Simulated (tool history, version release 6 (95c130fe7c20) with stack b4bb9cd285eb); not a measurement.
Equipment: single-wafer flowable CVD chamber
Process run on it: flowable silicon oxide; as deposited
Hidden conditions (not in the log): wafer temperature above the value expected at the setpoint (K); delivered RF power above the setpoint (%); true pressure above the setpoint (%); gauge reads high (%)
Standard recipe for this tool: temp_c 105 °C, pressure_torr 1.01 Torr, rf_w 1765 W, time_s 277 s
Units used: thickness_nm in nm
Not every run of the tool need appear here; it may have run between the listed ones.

run    hour  temp_c  pressure_torr  rf_w  time_s  wafers since the last listed run  hours since the last thermocouple change  hours since the last RF generator calibration  hours since the last manometer calibration  hours since the showerhead was replaced  hours since the gauge calibration  read-back reference wafer on the same gauge, thickness_nm  thickness_nm
  1     0.0     105           0.90  1765     277                                 0                                    1343.0                                          816.4                                       541.0                                   3284.0                              717.8                                                    201.880       170.461
  2    69.1     105           1.01  1765     277                               345                                    1412.1                                          885.5                                       610.1                                   3353.1                              786.9                                                    201.540       190.890
       72.1  -- gauge calibrated
  3   116.3     113           1.01  1765     277                               235                                    1459.3                                          932.7                                       657.3                                   3400.3                               44.2                                                    202.248       146.519
  4   163.5     113           1.01  1765     277                               235                                    1506.5                                          979.9                                       704.5                                   3447.5                               91.4                                                    202.344       147.205
  5   196.7     113           1.01  1765     277                               165                                    1539.7                                         1013.1                                       737.7                                   3480.7                              124.6                                                    202.330       145.915
  6   259.4     105           1.01  1765     277                               313                                    1602.4                                         1075.8                                       800.4                                   3543.4                              187.3                                                    201.815       192.434
  7   299.4     105           1.01  1765     277                               199                                    1642.4                                         1115.8                                       840.4                                   3583.4                              227.3                                                    202.026       190.789
  8   394.8     105           1.01  1935     277                               476                                    1737.8                                         1211.2                                       935.8                                   3678.8                              322.7                                                    202.255       195.679
  9   425.9     105           1.01  1765     277                               155                                    1768.9                                         1242.3                                       966.9                                   3709.9                              353.8                                                    202.177       189.363
 10   459.7     105           1.01  1765     277                               168                                    1802.7                                         1276.1                                      1000.7                                   3743.7                              387.6                                                    202.004       189.028
 11   525.4     105           1.01  1765     277                               328                                    1868.4                                         1341.8                                      1066.4                                   3809.4                              453.3                                                    201.500       188.954
 12   582.1     105           1.01  1555     277                               283                                    1925.1                                         1398.5                                      1123.1                                   3866.1                              510.0                                                    201.895       179.106
      603.3  -- RF generator calibrated
 13   649.0      96           1.22  2015     293                               294                                    1992.0                                           45.7                                      1190.0                                   3933.0                              576.9                                                    201.980       334.605
      692.3  -- thermocouple changed; heater temperature recalibrated
 14   692.8     105           1.25  1765     277                               178                                       0.5                                           89.5                                      1233.8                                   3976.8                              620.7                                                    201.582       227.479
 15   732.9      90           1.01  1765     277                               200                                      40.6                                          129.6                                      1273.9                                   4016.9                              660.8                                                    202.006       313.361
 16   782.3     119           1.16  1465     255                               246                                      90.0                                          179.0                                      1323.3                                   4066.3                              710.2                                                    201.796       112.891
      803.7  -- gauge calibrated
 17   810.9     105           0.90  1765     277                               142                                     118.6                                          207.6                                      1351.9                                   4094.9                                7.2                                                    202.118       165.169
 18   839.3      92           0.83  2000     243                               141                                     147.0                                          236.0                                      1380.3                                   4123.3                               35.6                                                    201.373       219.615
      872.6  -- showerhead replaced
 19   883.8     115           1.17  1765     277                               182                                     191.5                                          280.5                                      1424.8                                     11.2                               80.1                                                    202.185       153.326
      930.6  -- RF generator calibrated, repeated, since the last time left the tool worse
 20   954.0      96           1.22  2015     293                               310                                     261.7                                           23.4                                      1495.0                                     81.4                              150.3                                                    202.288       347.490
      995.7  -- capacitance manometer re-zeroed and calibrated
 21  1003.0     115           1.01  1765     277                               204                                     310.7                                           72.4                                         7.3                                    130.4                              199.3                                                    202.036       138.537
 22  1039.8     105           1.01  1765     277                               183                                     347.5                                          109.2                                        44.1                                    167.2                              236.1                                                    201.816       193.798
 23  1072.4      98           0.93  1765     277                               162                                     380.1                                          141.8                                        76.7                                    199.8                              268.7                                                    201.859       228.013
 24  1127.7     110           1.01  2065     296                               276                                     435.4                                          197.1                                       132.0                                    255.1                              324.0                                                    202.107       180.684
 25  1188.0      92           0.83  2000     243                               301                                     495.7                                          257.4                                       192.3                                    315.4                              384.3                                                    202.306       227.636
 26  1252.3     105           0.90  1765     277                               321                                     560.0                                          321.7                                       256.6                                    379.7                              448.6                                                    202.150       172.231
 27  1293.9      96           1.01  1765     277                               207                                     601.6                                          363.3                                       298.2                                    421.3                              490.2                                                    202.192       261.648

Below are 5 alternative next runs, each starting from the tool's condition after run 27. Predict each:
  A  1294.4     105           1.01  1765     277                                 2                                     602.1                                          363.8                                       298.7                                    421.8                              490.7                                                          ?             ?
  B  1294.4      95           1.01  1765     260                                 2                                     602.1                                          363.8                                       298.7                                    421.8                              490.7                                                          ?             ?
  C  1294.4     105           1.01  1610     277                                 2                                     602.1                                          363.8                                       298.7                                    421.8                              490.7                                                          ?             ?
  D  1294.4     116           0.94  1985     277                                 2                                     602.1                                          363.8                                       298.7                                    421.8                              490.7                                                          ?             ?
  E  1294.4      91           1.01  1555     277                                 2                                     602.1                                          363.8                                       298.7                                    421.8                              490.7                                                          ?             ?

run  read-back reference wafer on the same gauge, thickness_nm  thickness_nm
  A                                                    202.191       192.919
  B                                                    202.191       255.319
  C                                                    202.191       186.718
  D                                                    202.191       129.353
  E                                                    202.191       297.860
Without the tool's hidden state the same runs would have given:
run  thickness_nm
  A       193.351
  B       255.890
  C       187.136
  D       129.551
  E       298.726

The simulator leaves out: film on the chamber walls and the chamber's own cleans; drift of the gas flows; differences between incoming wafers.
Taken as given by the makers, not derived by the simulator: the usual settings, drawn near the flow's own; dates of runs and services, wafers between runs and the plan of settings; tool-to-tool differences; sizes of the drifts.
